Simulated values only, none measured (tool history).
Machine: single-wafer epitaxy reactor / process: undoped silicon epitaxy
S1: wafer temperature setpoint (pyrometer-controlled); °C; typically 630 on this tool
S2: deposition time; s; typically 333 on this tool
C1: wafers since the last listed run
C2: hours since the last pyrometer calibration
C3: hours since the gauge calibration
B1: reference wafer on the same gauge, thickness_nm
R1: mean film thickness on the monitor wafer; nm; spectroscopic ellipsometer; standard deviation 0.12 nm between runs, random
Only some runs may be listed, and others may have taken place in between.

run,day,S1,S2,C1,C2,C3,B1,R1
1,0.000,630,333,0,2988.3,355.6,42.717,43.715
# day 0.254: gauge calibrated
2,0.862,630,333,84,3009.0,14.6,42.718,43.674
3,2.104,630,333,121,3038.8,44.4,42.702,43.517
4,3.371,630,333,123,3069.2,74.8,42.697,43.758
5,4.429,630,333,103,3094.6,100.2,42.679,43.728
6,5.704,630,333,124,3125.2,130.8,42.701,43.841
# day 7.092: pyrometer calibrated
7,7.112,626,333,104,0.5,164.6,42.707,33.455
8,7.617,630,333,49,12.6,176.7,42.677,37.110
9,8.554,617,297,91,35.1,199.2,42.657,23.604
10,9.375,630,352,80,54.8,218.9,42.699,39.110
11,13.333,630,314,386,149.8,313.9,42.751,35.028
12,14.092,624,333,74,168.0,332.1,42.642,32.018
# day 14.146: gauge calibrated
13,15.404,624,333,128,199.5,30.2,42.685,31.914
14,16.904,630,333,146,235.5,66.2,42.708,37.273
15,18.254,630,333,131,267.9,98.6,42.729,37.649
16,19.167,622,388,89,289.8,120.5,42.697,35.390
17,19.788,641,333,60,304.7,135.4,42.661,49.487

Here are 5 independent what-if runs from the current tool condition. What would each one return?
A,19.808,639,333,2,305.2,135.9,?,?
B,19.808,630,304,2,305.2,135.9,?,?
C,19.808,645,276,2,305.2,135.9,?,?
D,19.808,621,368,2,305.2,135.9,?,?
E,19.808,643,333,2,305.2,135.9,?,?

run,B1,R1
A,42.698,47.101
B,42.698,34.286
C,42.698,45.275
D,42.698,32.926
E,42.698,52.004
Without the tool's unlogged condition, the same runs would have read:
run,R1
A,46.812
B,34.071
C,45.001
D,32.715
E,51.688
